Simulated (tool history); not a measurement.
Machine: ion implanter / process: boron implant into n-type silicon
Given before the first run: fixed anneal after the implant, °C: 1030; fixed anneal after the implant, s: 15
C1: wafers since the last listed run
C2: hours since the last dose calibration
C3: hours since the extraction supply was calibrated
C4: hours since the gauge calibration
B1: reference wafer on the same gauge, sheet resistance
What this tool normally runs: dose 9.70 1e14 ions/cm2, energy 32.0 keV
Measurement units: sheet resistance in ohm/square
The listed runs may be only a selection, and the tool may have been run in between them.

Run 1, hour 0.0: usual settings; C1 0; C2 547.5; C3 2584.9; C4 627.8; B1 119.99. Result: sheet resistance 122.76 ohm/square.
Run 2, hour 61.4: usual settings; C1 581; C2 608.9; C3 2646.3; C4 689.2; B1 119.97. Result: sheet resistance 122.78 ohm/square.
Run 3, hour 119.9: usual settings; C1 554; C2 667.4; C3 2704.8; C4 747.7; B1 119.95. Result: sheet resistance 122.94 ohm/square.
Run 4, hour 148.8: usual settings; C1 273; C2 696.3; C3 2733.7; C4 776.6; B1 119.98. Result: sheet resistance 122.58 ohm/square.
Run 5, hour 205.5: usual settings; C1 537; C2 753.0; C3 2790.4; C4 833.3; B1 119.99. Result: sheet resistance 122.94 ohm/square.
Run 6, hour 252.9: usual settings but energy 28.5 keV; C1 449; C2 800.4; C3 2837.8; C4 880.7; B1 120.00. Result: sheet resistance 123.32 ohm/square.
Run 7, hour 321.9: usual settings but energy 28.5 keV; C1 653; C2 869.4; C3 2906.8; C4 949.7; B1 119.91. Result: sheet resistance 123.55 ohm/square.
Run 8, hour 359.0: usual settings but energy 29.0 keV; C1 351; C2 906.5; C3 2943.9; C4 986.8; B1 120.02. Result: sheet resistance 123.14 ohm/square.
Run 9, hour 392.7: usual settings but energy 27.5 keV; C1 319; C2 940.2; C3 2977.6; C4 1020.5; B1 119.97. Result: sheet resistance 123.52 ohm/square.
Run 10, hour 423.1: usual settings but energy 27.5 keV; C1 287; C2 970.6; C3 3008.0; C4 1050.9; B1 119.97. Result: sheet resistance 123.63 ohm/square.
Run 11, hour 463.0: usual settings; C1 377; C2 1010.5; C3 3047.9; C4 1090.8; B1 119.98. Result: sheet resistance 121.93 ohm/square.
Run 12, hour 523.2: usual settings; C1 570; C2 1070.7; C3 3108.1; C4 1151.0; B1 119.96. Result: sheet resistance 122.44 ohm/square.
Run 13, hour 592.4: usual settings; C1 655; C2 1139.9; C3 3177.3; C4 1220.2; B1 119.97. Result: sheet resistance 122.54 ohm/square.
Run 14, hour 639.9: usual settings; C1 449; C2 1187.4; C3 3224.8; C4 1267.7; B1 120.01. Result: sheet resistance 122.13 ohm/square.
At hour 658.4: gauge calibrated.
Run 15, hour 703.3: usual settings; C1 600; C2 1250.8; C3 3288.2; C4 44.9; B1 119.99. Result: sheet resistance 121.86 ohm/square.
At hour 832.1: extraction supply calibrated.
Run 16, hour 832.8: usual settings; C1 1151; C2 1380.3; C3 0.7; C4 174.4; B1 120.02. Result: sheet resistance 122.06 ohm/square.
Run 17, hour 894.8: usual settings but dose 8.32 1e14 ions/cm2, energy 24.0 keV; C1 587; C2 1442.3; C3 62.7; C4 236.4; B1 119.92. Result: sheet resistance 142.07 ohm/square.
At hour 910.7: Faraday cup replaced and dose calibrated.
Run 18, hour 953.9: usual settings but dose 10.54 1e14 ions/cm2, energy 37.5 keV; C1 484; C2 43.2; C3 121.8; C4 295.5; B1 119.99. Result: sheet resistance 114.29 ohm/square.
Run 19, hour 981.5: usual settings but dose 10.57 1e14 ions/cm2, energy 39.5 keV; C1 261; C2 70.8; C3 149.4; C4 323.1; B1 120.00. Result: sheet resistance 113.26 ohm/square.
Run 20, hour 1010.4: usual settings; C1 273; C2 99.7; C3 178.3; C4 352.0; B1 119.98. Result: sheet resistance 123.43 ohm/square.
Run 21, hour 1049.1: usual settings but dose 11.28 1e14 ions/cm2, energy 40.5 keV; C1 366; C2 138.4; C3 217.0; C4 390.7; B1 120.07. Result: sheet resistance 107.15 ohm/square.
Run 22, hour 1082.4: usual settings but dose 8.35 1e14 ions/cm2, energy 21.0 keV; C1 315; C2 171.7; C3 250.3; C4 424.0; B1 119.99. Result: sheet resistance 144.26 ohm/square.
Run 23, hour 1117.8: usual settings but dose 8.62 1e14 ions/cm2, energy 41.0 keV; C1 335; C2 207.1; C3 285.7; C4 459.4; B1 120.08. Result: sheet resistance 133.59 ohm/square.
Run 24, hour 1147.1: usual settings but dose 11.92 1e14 ions/cm2, energy 37.5 keV; C1 277; C2 236.4; C3 315.0; C4 488.7; B1 120.03. Result: sheet resistance 102.54 ohm/square.
Run 25, hour 1187.6: usual settings but dose 8.18 1e14 ions/cm2, energy 36.5 keV; C1 383; C2 276.9; C3 355.5; C4 529.2; B1 119.97. Result: sheet resistance 139.89 ohm/square.
Run 26, hour 1240.6: usual settings; C1 502; C2 329.9; C3 408.5; C4 582.2; B1 120.05. Result: sheet resistance 122.77 ohm/square.
Run 27, hour 1285.9: usual settings but dose 8.49 1e14 ions/cm2; C1 429; C2 375.2; C3 453.8; C4 627.5; B1 119.96. Result: sheet resistance 137.00 ohm/square.
Run 28, hour 1339.5: usual settings but dose 11.45 1e14 ions/cm2; C1 507; C2 428.8; C3 507.4; C4 681.1; B1 119.89. Result: sheet resistance 106.88 ohm/square.
Run 29, hour 1369.9: usual settings; C1 287; C2 459.2; C3 537.8; C4 711.5; B1 120.00. Result: sheet resistance 122.60 ohm/square.
Run 30, hour 1422.8: usual settings but dose 8.62 1e14 ions/cm2, energy 35.5 keV; C1 501; C2 512.1; C3 590.7; C4 764.4; B1 119.96. Result: sheet resistance 134.44 ohm/square.
Run 31, hour 1490.4: usual settings but dose 11.15 1e14 ions/cm2, energy 22.0 keV; C1 640; C2 579.7; C3 658.3; C4 832.0; B1 119.99. Result: sheet resistance 111.92 ohm/square.
Run 32, hour 1521.9: usual settings but dose 10.66 1e14 ions/cm2, energy 22.5 keV; C1 298; C2 611.2; C3 689.8; C4 863.5; B1 120.05. Result: sheet resistance 115.88 ohm/square.
Run 33, hour 1569.3: usual settings but dose 11.74 1e14 ions/cm2, energy 38.5 keV; C1 449; C2 658.6; C3 737.2; C4 910.9; B1 119.97. Result: sheet resistance 103.10 ohm/square.
Run 34, hour 1594.8: usual settings but dose 8.14 1e14 ions/cm2, energy 39.5 keV; C1 241; C2 684.1; C3 762.7; C4 936.4; B1 120.09. Result: sheet resistance 139.53 ohm/square.
Run 35, hour 1659.4: usual settings; C1 611; C2 748.7; C3 827.3; C4 1001.0; B1 120.03. Result: sheet resistance 122.32 ohm/square.

Forecast run 36:
Run 36, hour 1762.1: usual settings but dose 7.45 1e14 ions/cm2, energy 28.5 keV; C1 972; C2 851.4; C3 930.0; C4 1103.7; B1 ?. Result: sheet resistance ?.

B1: 120.07
sheet resistance: 153.84 ohm/square
On a tool with no hidden condition, and with the same random variation, this run would have come out at sheet resistance 155.99 ohm/square.
